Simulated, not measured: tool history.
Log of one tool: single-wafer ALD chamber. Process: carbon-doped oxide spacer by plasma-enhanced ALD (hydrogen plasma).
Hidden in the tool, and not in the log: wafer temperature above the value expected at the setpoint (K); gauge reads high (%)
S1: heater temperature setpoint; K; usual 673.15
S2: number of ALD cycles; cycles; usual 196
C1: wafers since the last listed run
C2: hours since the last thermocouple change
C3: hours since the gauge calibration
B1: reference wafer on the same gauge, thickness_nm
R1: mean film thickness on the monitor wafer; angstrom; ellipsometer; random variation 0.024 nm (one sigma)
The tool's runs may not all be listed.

Run 1, day 0: usual settings but S1 665.15 K; C1 0; C2 920.9; C3 215.6; B1 7.868. Result: R1 97.37 angstrom.
Run 2, day 0.729: usual settings but S1 665.15 K; C1 42; C2 938.4; C3 233.1; B1 7.874. Result: R1 97.12 angstrom.
Run 3, day 1.188: usual settings; C1 26; C2 949.4; C3 244.1; B1 7.882. Result: R1 97.22 angstrom.
Run 4, day 1.838: usual settings; C1 38; C2 965; C3 259.7; B1 7.88. Result: R1 97.57 angstrom.
Run 5, day 2.2: usual settings; C1 21; C2 973.7; C3 268.4; B1 7.885. Result: R1 97.67 angstrom.
At day 3.767: gauge calibrated.
Run 6, day 4.317: usual settings but S2 180 cycles; C1 124; C2 1024.5; C3 13.2; B1 7.832. Result: R1 88.76 angstrom.
Run 7, day 5.412: usual settings but S1 664.15 K; C1 64; C2 1050.8; C3 39.5; B1 7.833. Result: R1 96.6 angstrom.
Run 8, day 6.062: usual settings but S1 664.15 K; C1 38; C2 1066.4; C3 55.1; B1 7.836. Result: R1 97.05 angstrom.
Run 9, day 6.688: usual settings but S1 664.15 K; C1 36; C2 1081.4; C3 70.1; B1 7.84. Result: R1 96.93 angstrom.
Run 10, day 7.292: usual settings but S1 676.15 K, S2 181 cycles; C1 35; C2 1095.9; C3 84.6; B1 7.836. Result: R1 88.64 angstrom.
Run 11, day 7.575: usual settings but S1 676.15 K, S2 181 cycles; C1 16; C2 1102.7; C3 91.4; B1 7.845. Result: R1 88.92 angstrom.
Run 12, day 7.979: usual settings but S1 676.15 K, S2 181 cycles; C1 23; C2 1112.4; C3 101.1; B1 7.85. Result: R1 88.61 angstrom.
Run 13, day 8.504: usual settings but S1 664.15 K, S2 204 cycles; C1 30; C2 1125; C3 113.7; B1 7.853. Result: R1 100.94 angstrom.
Run 14, day 10.667: usual settings but S1 664.15 K, S2 204 cycles; C1 127; C2 1176.9; C3 165.6; B1 7.869. Result: R1 101.03 angstrom.
Run 15, day 10.958: usual settings but S1 664.15 K, S2 204 cycles; C1 17; C2 1183.9; C3 172.6; B1 7.871. Result: R1 101.31 angstrom.
Run 16, day 11.3: usual settings; C1 20; C2 1192.1; C3 180.8; B1 7.87. Result: R1 97.78 angstrom.
Run 17, day 11.85: usual settings; C1 32; C2 1205.3; C3 194; B1 7.87. Result: R1 97.06 angstrom.
Run 18, day 12.55: usual settings but S1 667.15 K; C1 41; C2 1222.1; C3 210.8; B1 7.882. Result: R1 97.5 angstrom.
Run 19, day 12.95: usual settings but S1 667.15 K; C1 23; C2 1231.7; C3 220.4; B1 7.88. Result: R1 97.36 angstrom.
Run 20, day 13.479: usual settings but S1 660.15 K; C1 31; C2 1244.4; C3 233.1; B1 7.877. Result: R1 97.99 angstrom.
Run 21, day 14.154: usual settings but S1 677.15 K, S2 175 cycles; C1 39; C2 1260.6; C3 249.3; B1 7.887. Result: R1 85.91 angstrom.
Run 22, day 14.9: usual settings; C1 43; C2 1278.5; C3 267.2; B1 7.893. Result: R1 97.61 angstrom.
Run 23, day 15.162: usual settings but S1 665.15 K; C1 15; C2 1284.8; C3 273.5; B1 7.89. Result: R1 97.85 angstrom.
Run 24, day 15.567: usual settings but S1 679.15 K, S2 165 cycles; C1 23; C2 1294.5; C3 283.2; B1 7.903. Result: R1 80.32 angstrom.
Run 25, day 15.9: usual settings; C1 19; C2 1302.5; C3 291.2; B1 7.897. Result: R1 97.14 angstrom.
Run 26, day 16.233: usual settings but S1 682.15 K, S2 184 cycles; C1 19; C2 1310.5; C3 299.2; B1 7.896. Result: R1 89.05 angstrom.
At day 16.583: gauge calibrated.
Run 27, day 16.792: usual settings; C1 32; C2 1323.9; C3 5; B1 7.826. Result: R1 96.36 angstrom.
Run 28, day 17.062: usual settings but S1 678.15 K, S2 174 cycles; C1 15; C2 1330.4; C3 11.5; B1 7.826. Result: R1 84.45 angstrom.
At day 17.483: thermocouple changed; heater temperature recalibrated.
Run 29, day 17.683: usual settings but S2 223 cycles; C1 16; C2 4.8; C3 26.4; B1 7.825. Result: R1 110.57 angstrom.
Run 30, day 18.046: usual settings; C1 21; C2 13.5; C3 35.1; B1 7.831. Result: R1 97.1 angstrom.
Run 31, day 18.554: usual settings but S1 661.15 K; C1 29; C2 25.7; C3 47.3; B1 7.83. Result: R1 96.61 angstrom.
Run 32, day 19.288: usual settings but S2 164 cycles; C1 43; C2 43.3; C3 64.9; B1 7.833. Result: R1 81.19 angstrom.
Run 33, day 19.904: usual settings; C1 36; C2 58.1; C3 79.7; B1 7.838. Result: R1 96.97 angstrom.
Run 34, day 20.396: usual settings but S1 682.15 K; C1 28; C2 69.9; C3 91.5; B1 7.842. Result: R1 94.35 angstrom.
Run 35, day 20.842: usual settings; C1 26; C2 80.6; C3 102.2; B1 7.847. Result: R1 96.96 angstrom.
Run 36, day 21.454: usual settings; C1 35; C2 95.3; C3 116.9; B1 7.853. Result: R1 96.72 angstrom.
Run 37, day 21.912: usual settings but S1 661.15 K, S2 166 cycles; C1 26; C2 106.3; C3 127.9; B1 7.844. Result: R1 82.29 angstrom.
Run 38, day 22.588: usual settings but S1 668.15 K, S2 163 cycles; C1 39; C2 122.5; C3 144.1; B1 7.85. Result: R1 80.45 angstrom.
Run 39, day 22.871: usual settings but S1 678.15 K, S2 164 cycles; C1 16; C2 129.3; C3 150.9; B1 7.855. Result: R1 79.94 angstrom.

Forecast each of these 3 alternatives for the next run:
Run A, day 22.9: usual settings; C1 1; C2 130; C3 151.6; B1 ?. Result: R1 ?.
Run B, day 22.9: usual settings but S1 677.15 K, S2 184 cycles; C1 1; C2 130; C3 151.6; B1 ?. Result: R1 ?.
Run C, day 22.9: usual settings but S2 220 cycles; C1 1; C2 130; C3 151.6; B1 ?. Result: R1 ?.

run     B1      R1
  A  7.858   97.15
  B  7.858   90.09
  C  7.858  109.05
Without the tool's hidden state the same runs would have given:
run      R1
  A   96.67
  B   89.64
  C  108.51
